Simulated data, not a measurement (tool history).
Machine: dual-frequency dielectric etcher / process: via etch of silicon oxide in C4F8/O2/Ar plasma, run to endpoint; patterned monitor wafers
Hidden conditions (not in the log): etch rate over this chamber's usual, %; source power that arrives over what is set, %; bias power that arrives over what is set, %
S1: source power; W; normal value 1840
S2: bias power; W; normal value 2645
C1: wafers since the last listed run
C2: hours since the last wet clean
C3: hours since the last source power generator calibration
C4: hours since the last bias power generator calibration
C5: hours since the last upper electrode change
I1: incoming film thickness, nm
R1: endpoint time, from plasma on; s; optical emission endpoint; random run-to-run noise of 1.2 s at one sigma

| run | hour | S1 | S2 | C1 | C2 | C3 | C4 | C5 | I1 | R1 |
|---|---|---|---|---|---|---|---|---|---|---|
| 1 | 0 | 1730 | 2645 | 0 | 342.8 | 2779.9 | 1424.8 | 2506.4 | 2244.7 | 407.5 |
| 2 | 14.1 | 1730 | 2645 | 37 | 356.9 | 2794 | 1438.9 | 2520.5 | 2240.1 | 404.3 |
|  | 48.3 | wet clean of the chamber |
| 3 | 48.8 | 1840 | 2645 | 28 | 0.5 | 2828.7 | 1473.6 | 2555.2 | 2232.2 | 390.3 |
| 4 | 71.5 | 1530 | 2645 | 60 | 23.2 | 2851.4 | 1496.3 | 2577.9 | 2219.7 | 441.8 |
| 5 | 101 | 1530 | 2645 | 78 | 52.7 | 2880.9 | 1525.8 | 2607.4 | 2230 | 440.9 |
| 6 | 129.6 | 1530 | 2645 | 75 | 81.3 | 2909.5 | 1554.4 | 2636 | 2241 | 443.8 |
| 7 | 160.3 | 1840 | 2645 | 81 | 112 | 2940.2 | 1585.1 | 2666.7 | 2236 | 389.4 |
| 8 | 177 | 1840 | 2645 | 44 | 128.7 | 2956.9 | 1601.8 | 2683.4 | 2270.3 | 396.2 |
| 9 | 190.4 | 1840 | 2645 | 35 | 142.1 | 2970.3 | 1615.2 | 2696.8 | 2253.7 | 392.8 |
| 10 | 221.7 | 1840 | 2645 | 82 | 173.4 | 3001.6 | 1646.5 | 2728.1 | 2234.9 | 387.7 |
|  | 238.4 | source power generator calibrated |
| 11 | 244 | 1840 | 2645 | 48 | 195.7 | 5.6 | 1668.8 | 2750.4 | 2230.6 | 386.5 |
| 12 | 258.7 | 1840 | 2645 | 38 | 210.4 | 20.3 | 1683.5 | 2765.1 | 2248.2 | 392.5 |
|  | 278.3 | bias power generator calibrated |
|  | 303.9 | upper electrode replaced |
| 13 | 304.4 | 1840 | 2945 | 46 | 256.1 | 66 | 26.1 | 0.5 | 2217.7 | 375.4 |
| 14 | 309.6 | 1680 | 2059 | 13 | 261.3 | 71.2 | 31.3 | 5.7 | 2215.9 | 467.7 |
| 15 | 329.5 | 1610 | 2343 | 52 | 281.2 | 91.1 | 51.2 | 25.6 | 2237.3 | 460.2 |
| 16 | 346.1 | 2000 | 3164 | 43 | 297.8 | 107.7 | 67.8 | 42.2 | 2252.5 | 352.3 |
| 17 | 365.9 | 1490 | 2925 | 52 | 317.6 | 127.5 | 87.6 | 62 | 2241.1 | 438.9 |
| 18 | 379.1 | 2190 | 3125 | 34 | 330.8 | 140.7 | 100.8 | 75.2 | 2232.6 | 332.3 |
| 19 | 396.8 | 1490 | 2925 | 46 | 348.5 | 158.4 | 118.5 | 92.9 | 2242.9 | 439.2 |
| 20 | 412.3 | 2150 | 2244 | 41 | 364 | 173.9 | 134 | 108.4 | 2243.5 | 388.4 |
| 21 | 424.7 | 1620 | 3227 | 32 | 376.4 | 186.3 | 146.4 | 120.8 | 2238.4 | 393.7 |
|  | 473.3 | wet clean of the chamber |
| 22 | 473.8 | 2160 | 1986 | 66 | 0.5 | 235.4 | 195.5 | 169.9 | 2228.8 | 413.5 |
| 23 | 480.4 | 2180 | 3156 | 17 | 7.1 | 242 | 202.1 | 176.5 | 2260 | 341 |
| 24 | 507.5 | 1590 | 2213 | 71 | 34.2 | 269.1 | 229.2 | 203.6 | 2242.9 | 481.4 |
| 25 | 542.8 | 1840 | 2014 | 93 | 69.5 | 304.4 | 264.5 | 238.9 | 2234.9 | 454.1 |
| 26 | 569.7 | 2080 | 3031 | 71 | 96.4 | 331.3 | 291.4 | 265.8 | 2245.2 | 352.5 |
| 27 | 586 | 1840 | 2645 | 43 | 112.7 | 347.6 | 307.7 | 282.1 | 2230.2 | 399.9 |
| 28 | 600.8 | 1490 | 3147 | 39 | 127.5 | 362.4 | 322.5 | 296.9 | 2247.6 | 428.6 |
| 29 | 632.8 | 1840 | 2645 | 84 | 159.5 | 394.4 | 354.5 | 328.9 | 2233.6 | 398.9 |
| 30 | 645.6 | 1840 | 2645 | 33 | 172.3 | 407.2 | 367.3 | 341.7 | 2237.5 | 401.4 |
| 31 | 676.4 | 1840 | 2946 | 81 | 203.1 | 438 | 398.1 | 372.5 | 2253.8 | 385.6 |
| 32 | 689.6 | 1840 | 2839 | 34 | 216.3 | 451.2 | 411.3 | 385.7 | 2230.1 | 385.3 |
| 33 | 723.1 | 1430 | 2115 | 88 | 249.8 | 484.7 | 444.8 | 419.2 | 2242.1 | 523.8 |
| 34 | 737.2 | 2260 | 2645 | 37 | 263.9 | 498.8 | 458.9 | 433.3 | 2244.3 | 352.8 |

5 options for the next run, each taken on its own from the tool as it stands now. Forecast them:
| A | 737.7 | 1840 | 2816 | 1 | 264.4 | 499.3 | 459.4 | 433.8 | 2250.2 | ? |
| B | 737.7 | 1840 | 2956 | 1 | 264.4 | 499.3 | 459.4 | 433.8 | 2250.2 | ? |
| C | 737.7 | 2110 | 2420 | 1 | 264.4 | 499.3 | 459.4 | 433.8 | 2250.2 | ? |
| D | 737.7 | 1440 | 3166 | 1 | 264.4 | 499.3 | 459.4 | 433.8 | 2250.2 | ? |
| E | 737.7 | 1400 | 3052 | 1 | 264.4 | 499.3 | 459.4 | 433.8 | 2250.2 | ? |

| run | R1 |
|---|---|
| A | 390.9 |
| B | 382.8 |
| C | 384.1 |
| D | 438.3 |
| E | 455 |
Had the tool no hidden state, the same runs would have come out as:
| run | R1 |
|---|---|
| A | 395.5 |
| B | 387.3 |
| C | 388.6 |
| D | 443.7 |
| E | 460.5 |
